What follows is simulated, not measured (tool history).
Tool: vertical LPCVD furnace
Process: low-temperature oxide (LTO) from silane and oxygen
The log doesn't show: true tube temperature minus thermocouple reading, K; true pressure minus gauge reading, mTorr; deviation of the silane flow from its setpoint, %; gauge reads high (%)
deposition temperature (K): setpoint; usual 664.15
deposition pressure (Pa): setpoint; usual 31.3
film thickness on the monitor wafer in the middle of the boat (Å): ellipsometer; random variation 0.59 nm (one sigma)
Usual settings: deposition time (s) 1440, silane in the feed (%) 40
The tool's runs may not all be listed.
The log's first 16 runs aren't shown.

| run | hour | deposition temperature (K) | deposition pressure (Pa) | deposition time (s) | silane in the feed (%) | wafers since the last listed run | hours since the last temperature calibration | hours since the pressure gauge was zeroed | hours since the silane flow controller was replaced | hours since the gauge calibration | read-back reference wafer on the same gauge, thickness | film thickness on the monitor wafer in the middle of the boat (Å) |
|---|---|---|---|---|---|---|---|---|---|---|---|---|
| 17 | 1155.4 | 664.15 | 31.3 | 1440 | 40 | 969 | 193.7 | 2201.6 | 608.4 | 3007 | 169.99 | 2172.7 |
|  | 1182.9 | pressure gauge zeroed |
| 18 | 1219 | 659.15 | 35.3 | 1440 | 40 | 684 | 257.3 | 36.1 | 672 | 3070.6 | 169.81 | 2317.7 |
|  | 1234.6 | gauge calibrated |
| 19 | 1313.4 | 664.15 | 26 | 1200 | 44 | 1631 | 351.7 | 130.5 | 766.4 | 78.8 | 169.9 | 1682.6 |
|  | 1631.1 | thermocouples replaced and temperature profile calibrated, repeated, since the last time left the tool worse |
| 20 | 1631.6 | 664.15 | 31.3 | 1440 | 40 | 5083 | 0.5 | 448.7 | 1084.6 | 397 | 170.17 | 2063.8 |
| 21 | 1719.2 | 664.15 | 31.3 | 1440 | 40 | 1513 | 88.1 | 536.3 | 1172.2 | 484.6 | 169.91 | 2069.8 |
| 22 | 1768.2 | 664.15 | 24.7 | 900 | 40 | 846 | 137.1 | 585.3 | 1221.2 | 533.6 | 169.83 | 1019 |
| 23 | 1869.3 | 664.15 | 38.7 | 1800 | 35 | 1747 | 238.2 | 686.4 | 1322.3 | 634.7 | 169.97 | 2699.8 |
| 24 | 1937.2 | 675.15 | 29.3 | 1230 | 46 | 1173 | 306.1 | 754.3 | 1390.2 | 702.6 | 170.16 | 2180.2 |
| 25 | 2015.6 | 658.15 | 31.3 | 1890 | 40 | 1354 | 384.5 | 832.7 | 1468.6 | 781 | 169.99 | 2552.4 |
| 26 | 2095.5 | 664.15 | 31.3 | 1440 | 40 | 1380 | 464.4 | 912.6 | 1548.5 | 860.9 | 169.97 | 2081.1 |
| 27 | 2176.7 | 664.15 | 31.3 | 1440 | 40 | 1403 | 545.6 | 993.8 | 1629.7 | 942.1 | 169.95 | 2079.8 |
| 28 | 2374.9 | 664.15 | 31.3 | 1440 | 32 | 3424 | 743.8 | 1192 | 1827.9 | 1140.3 | 169.96 | 1547.7 |
| 29 | 2420.2 | 664.15 | 31.3 | 1440 | 40 | 782 | 789.1 | 1237.3 | 1873.2 | 1185.6 | 170.21 | 2101.1 |
| 30 | 2537.3 | 664.15 | 31.3 | 900 | 32 | 2023 | 906.2 | 1354.4 | 1990.3 | 1302.7 | 169.98 | 970.7 |
| 31 | 2605 | 661.15 | 28 | 1890 | 32 | 1169 | 973.9 | 1422.1 | 2058 | 1370.4 | 169.94 | 1751.7 |

4 ways to go on from here, each from the tool as it stands after run 31. What would each give?
| A | 2609.3 | 670.15 | 31.3 | 1440 | 40 | 74 | 978.2 | 1426.4 | 2062.3 | 1374.7 | ? | ? |
| B | 2609.3 | 664.15 | 31.3 | 1230 | 40 | 74 | 978.2 | 1426.4 | 2062.3 | 1374.7 | ? | ? |
| C | 2609.3 | 664.15 | 26.7 | 1590 | 46 | 74 | 978.2 | 1426.4 | 2062.3 | 1374.7 | ? | ? |
| D | 2609.3 | 664.15 | 27.3 | 1440 | 43 | 74 | 978.2 | 1426.4 | 2062.3 | 1374.7 | ? | ? |

| run | read-back reference wafer on the same gauge, thickness | film thickness on the monitor wafer in the middle of the boat (Å) |
|---|---|---|
| A | 169.94 | 2238.6 |
| B | 169.94 | 1787.5 |
| C | 169.94 | 2300.4 |
| D | 169.94 | 1986.8 |
Without the tool's hidden state the same runs would have given:
| run | film thickness on the monitor wafer in the middle of the boat (Å) |
|---|---|
| A | 2205 |
| B | 1760 |
| C | 2266.6 |
| D | 1956.9 |
